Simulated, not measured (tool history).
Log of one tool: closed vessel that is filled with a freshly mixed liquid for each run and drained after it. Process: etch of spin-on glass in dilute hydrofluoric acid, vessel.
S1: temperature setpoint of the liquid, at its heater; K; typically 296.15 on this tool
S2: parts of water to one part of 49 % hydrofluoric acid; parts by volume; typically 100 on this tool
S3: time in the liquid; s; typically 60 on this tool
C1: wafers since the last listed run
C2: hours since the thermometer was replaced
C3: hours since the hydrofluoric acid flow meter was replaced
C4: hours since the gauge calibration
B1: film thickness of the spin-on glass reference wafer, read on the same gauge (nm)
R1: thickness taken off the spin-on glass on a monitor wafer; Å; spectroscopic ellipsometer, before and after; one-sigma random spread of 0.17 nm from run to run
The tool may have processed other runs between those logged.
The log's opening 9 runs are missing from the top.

{"run": 10, "hour": 553.5, "S1": 296.15, "S2": 100, "S3": 80, "C1": 3682, "C2": 281.7, "C3": 739.3, "C4": 132.9, "B1": 50, "R1": 237.9}
{"run": 11, "hour": 588.6, "S1": 296.15, "S2": 130, "S3": 60, "C1": 3835, "C2": 316.8, "C3": 774.4, "C4": 168, "B1": 50.02, "R1": 132.6}
{"run": 12, "hour": 634.3, "S1": 292.15, "S2": 135, "S3": 50, "C1": 4994, "C2": 362.5, "C3": 820.1, "C4": 213.7, "B1": 49.99, "R1": 89.6}
{"run": 13, "hour": 702.9, "S1": 296.15, "S2": 55, "S3": 60, "C1": 7496, "C2": 431.1, "C3": 888.7, "C4": 282.3, "B1": 49.95, "R1": 343.2}
{"run": 14, "hour": 730.6, "S1": 296.15, "S2": 70, "S3": 75, "C1": 3027, "C2": 458.8, "C3": 916.4, "C4": 310, "B1": 50.01, "R1": 328.9}
{"run": 15, "hour": 786.2, "S1": 297.65, "S2": 100, "S3": 30, "C1": 6076, "C2": 514.4, "C3": 972, "C4": 365.6, "B1": 50, "R1": 94}
{"hour": 833.4, "done": "thermometer replaced"}
{"run": 16, "hour": 857.8, "S1": 296.15, "S2": 55, "S3": 40, "C1": 7715, "C2": 24.4, "C3": 1043.6, "C4": 437.2, "B1": 49.96, "R1": 216.5}
{"run": 17, "hour": 920.2, "S1": 298.15, "S2": 85, "S3": 45, "C1": 6819, "C2": 86.8, "C3": 1106, "C4": 499.6, "B1": 50.02, "R1": 164.8}
{"run": 18, "hour": 957.8, "S1": 296.15, "S2": 100, "S3": 60, "C1": 4109, "C2": 124.4, "C3": 1143.6, "C4": 537.2, "B1": 49.98, "R1": 166.5}
{"hour": 993.0, "done": "hydrofluoric acid flow meter replaced"}
{"run": 19, "hour": 1008.8, "S1": 296.15, "S2": 100, "S3": 60, "C1": 5464, "C2": 175.4, "C3": 15.8, "C4": 588.2, "B1": 50.03, "R1": 185.6}
{"run": 20, "hour": 1063.0, "S1": 298.65, "S2": 85, "S3": 80, "C1": 5923, "C2": 229.6, "C3": 70, "C4": 642.4, "B1": 50.02, "R1": 327.9}
{"run": 21, "hour": 1096.2, "S1": 299.65, "S2": 145, "S3": 85, "C1": 3628, "C2": 262.8, "C3": 103.2, "C4": 675.6, "B1": 49.98, "R1": 196.2}
{"run": 22, "hour": 1145.2, "S1": 296.15, "S2": 100, "S3": 60, "C1": 5354, "C2": 311.8, "C3": 152.2, "C4": 724.6, "B1": 49.99, "R1": 184.4}
{"run": 23, "hour": 1192.9, "S1": 297.65, "S2": 125, "S3": 30, "C1": 5212, "C2": 359.5, "C3": 199.9, "C4": 772.3, "B1": 49.96, "R1": 76.6}
{"run": 24, "hour": 1217.5, "S1": 299.15, "S2": 70, "S3": 30, "C1": 2688, "C2": 384.1, "C3": 224.5, "C4": 796.9, "B1": 50, "R1": 155}
{"run": 25, "hour": 1265.9, "S1": 296.15, "S2": 100, "S3": 60, "C1": 5289, "C2": 432.5, "C3": 272.9, "C4": 845.3, "B1": 49.99, "R1": 186.8}
{"run": 26, "hour": 1326.8, "S1": 292.65, "S2": 125, "S3": 40, "C1": 6655, "C2": 493.4, "C3": 333.8, "C4": 906.2, "B1": 50, "R1": 83.5}
{"hour": 1330.8, "done": "thermometer replaced"}
{"run": 27, "hour": 1358.0, "S1": 296.15, "S2": 100, "S3": 60, "C1": 3300, "C2": 27.2, "C3": 365, "C4": 937.4, "B1": 50, "R1": 176.1}
{"run": 28, "hour": 1413.6, "S1": 296.15, "S2": 135, "S3": 35, "C1": 6076, "C2": 82.8, "C3": 420.6, "C4": 993, "B1": 50, "R1": 73.4}

What does the tool deliver on the next run?
{"run": 29, "hour": 1448.9, "S1": 296.15, "S2": 140, "S3": 85, "C1": 3857, "C2": 118.1, "C3": 455.9, "C4": 1028.3, "B1": "?", "R1": "?"}

B1: 49.98
R1: 167.3 Å
With the hidden condition absent and the run-to-run variation left alone, this run would have shown R1 174.4 Å.
